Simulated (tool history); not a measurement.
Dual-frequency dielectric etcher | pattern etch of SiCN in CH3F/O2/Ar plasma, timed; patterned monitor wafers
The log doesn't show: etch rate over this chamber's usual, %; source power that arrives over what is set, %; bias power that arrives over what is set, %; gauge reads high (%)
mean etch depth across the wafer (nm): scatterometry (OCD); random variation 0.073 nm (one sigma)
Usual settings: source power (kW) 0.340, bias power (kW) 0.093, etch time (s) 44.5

| run | hour | source power (kW) | bias power (kW) | etch time (s) | wafers since the last listed run | hours since the last wet clean | hours since the last source power generator calibration | hours since the last bias power generator calibration | hours since the last upper electrode change | hours since the gauge calibration | read-back reference wafer on the same gauge, depth_nm | mean etch depth across the wafer (nm) |
|---|---|---|---|---|---|---|---|---|---|---|---|---|
| 1 | 0.0 | 0.340 | 0.093 | 44.5 | 0 | 14.0 | 3045.5 | 2429.8 | 3965.6 | 440.4 | 17.29 | 16.20 |
| 2 | 67.7 | 0.340 | 0.093 | 44.5 | 638 | 81.7 | 3113.2 | 2497.5 | 4033.3 | 508.1 | 17.29 | 16.26 |
| 3 | 115.6 | 0.340 | 0.093 | 44.5 | 451 | 129.6 | 3161.1 | 2545.4 | 4081.2 | 556.0 | 17.30 | 16.21 |
|  | 126.0 | source power generator calibrated |
| 4 | 173.5 | 0.340 | 0.093 | 44.5 | 508 | 187.5 | 47.5 | 2603.3 | 4139.1 | 613.9 | 17.28 | 16.32 |
| 5 | 219.0 | 0.340 | 0.093 | 44.5 | 428 | 233.0 | 93.0 | 2648.8 | 4184.6 | 659.4 | 17.29 | 16.23 |
| 6 | 251.6 | 0.340 | 0.093 | 44.5 | 307 | 265.6 | 125.6 | 2681.4 | 4217.2 | 692.0 | 17.31 | 16.21 |
| 7 | 302.7 | 0.340 | 0.093 | 44.5 | 481 | 316.7 | 176.7 | 2732.5 | 4268.3 | 743.1 | 17.30 | 16.13 |
|  | 362.5 | bias power generator calibrated |
| 8 | 362.9 | 0.340 | 0.093 | 44.5 | 529 | 376.9 | 236.9 | 0.4 | 4328.5 | 803.3 | 17.30 | 16.28 |
| 9 | 402.4 | 0.290 | 0.078 | 44.5 | 372 | 416.4 | 276.4 | 39.9 | 4368.0 | 842.8 | 17.28 | 13.96 |
|  | 478.9 | wet clean of the chamber |
| 10 | 479.4 | 0.360 | 0.081 | 44.5 | 499 | 0.5 | 353.4 | 116.9 | 4445.0 | 919.8 | 17.33 | 15.61 |
| 11 | 522.7 | 0.380 | 0.071 | 37.0 | 408 | 43.8 | 396.7 | 160.2 | 4488.3 | 963.1 | 17.31 | 12.66 |
| 12 | 585.5 | 0.340 | 0.093 | 44.5 | 592 | 106.6 | 459.5 | 223.0 | 4551.1 | 1025.9 | 17.29 | 16.22 |
| 13 | 638.6 | 0.340 | 0.093 | 44.5 | 500 | 159.7 | 512.6 | 276.1 | 4604.2 | 1079.0 | 17.31 | 16.33 |
|  | 679.8 | upper electrode replaced |
| 14 | 680.3 | 0.280 | 0.093 | 33.5 | 166 | 201.4 | 554.3 | 317.8 | 0.5 | 1120.7 | 17.29 | 11.26 |
| 15 | 709.4 | 0.340 | 0.093 | 44.5 | 274 | 230.5 | 583.4 | 346.9 | 29.6 | 1149.8 | 17.30 | 16.13 |
| 16 | 747.2 | 0.340 | 0.076 | 51.0 | 356 | 268.3 | 621.2 | 384.7 | 67.4 | 1187.6 | 17.30 | 17.00 |
| 17 | 812.7 | 0.280 | 0.112 | 34.0 | 617 | 333.8 | 686.7 | 450.2 | 132.9 | 1253.1 | 17.32 | 12.41 |
|  | 816.2 | gauge calibrated |
| 18 | 837.4 | 0.340 | 0.074 | 44.5 | 232 | 358.5 | 711.4 | 474.9 | 157.6 | 21.2 | 17.31 | 14.69 |
| 19 | 876.4 | 0.370 | 0.093 | 44.5 | 367 | 397.5 | 750.4 | 513.9 | 196.6 | 60.2 | 17.29 | 16.76 |
| 20 | 937.2 | 0.400 | 0.103 | 35.5 | 573 | 458.3 | 811.2 | 574.7 | 257.4 | 121.0 | 17.29 | 14.37 |
|  | 963.2 | wet clean of the chamber |
| 21 | 990.8 | 0.340 | 0.080 | 44.5 | 279 | 27.6 | 864.8 | 628.3 | 311.0 | 174.6 | 17.28 | 15.11 |
| 22 | 1171.2 | 0.340 | 0.108 | 48.0 | 1700 | 208.0 | 1045.2 | 808.7 | 491.4 | 355.0 | 17.30 | 18.60 |
| 23 | 1218.3 | 0.400 | 0.110 | 48.0 | 444 | 255.1 | 1092.3 | 855.8 | 538.5 | 402.1 | 17.28 | 20.25 |
| 24 | 1242.5 | 0.340 | 0.108 | 48.0 | 228 | 279.3 | 1116.5 | 880.0 | 562.7 | 426.3 | 17.31 | 18.67 |
| 25 | 1293.9 | 0.340 | 0.093 | 44.5 | 484 | 330.7 | 1167.9 | 931.4 | 614.1 | 477.7 | 17.31 | 16.23 |
| 26 | 1354.9 | 0.340 | 0.093 | 52.0 | 575 | 391.7 | 1228.9 | 992.4 | 675.1 | 538.7 | 17.30 | 18.89 |
| 27 | 1401.2 | 0.280 | 0.111 | 40.5 | 436 | 438.0 | 1275.2 | 1038.7 | 721.4 | 585.0 | 17.31 | 14.58 |
|  | 1459.5 | wet clean of the chamber |
| 28 | 1472.9 | 0.310 | 0.083 | 49.0 | 449 | 13.4 | 1346.9 | 1110.4 | 793.1 | 656.7 | 17.31 | 16.27 |
| 29 | 1531.0 | 0.340 | 0.093 | 44.5 | 547 | 71.5 | 1405.0 | 1168.5 | 851.2 | 714.8 | 17.31 | 16.40 |

5 ways to go on from here, each from the tool as it stands after run 29. What would each give?
| A | 1531.4 | 0.340 | 0.093 | 44.5 | 3 | 71.9 | 1405.4 | 1168.9 | 851.6 | 715.2 | ? | ? |
| B | 1531.4 | 0.260 | 0.075 | 53.0 | 3 | 71.9 | 1405.4 | 1168.9 | 851.6 | 715.2 | ? | ? |
| C | 1531.4 | 0.320 | 0.074 | 37.0 | 3 | 71.9 | 1405.4 | 1168.9 | 851.6 | 715.2 | ? | ? |
| D | 1531.4 | 0.400 | 0.103 | 38.0 | 3 | 71.9 | 1405.4 | 1168.9 | 851.6 | 715.2 | ? | ? |
| E | 1531.4 | 0.410 | 0.085 | 44.5 | 3 | 71.9 | 1405.4 | 1168.9 | 851.6 | 715.2 | ? | ? |

| run | read-back reference wafer on the same gauge, depth_nm | mean etch depth across the wafer (nm) |
|---|---|---|
| A | 17.32 | 16.15 |
| B | 17.32 | 15.59 |
| C | 17.32 | 11.84 |
| D | 17.32 | 15.42 |
| E | 17.32 | 16.78 |
Without the tool's hidden state the same runs would have given:
| run | mean etch depth across the wafer (nm) |
|---|---|
| A | 16.15 |
| B | 15.59 |
| C | 11.84 |
| D | 15.42 |
| E | 16.78 |
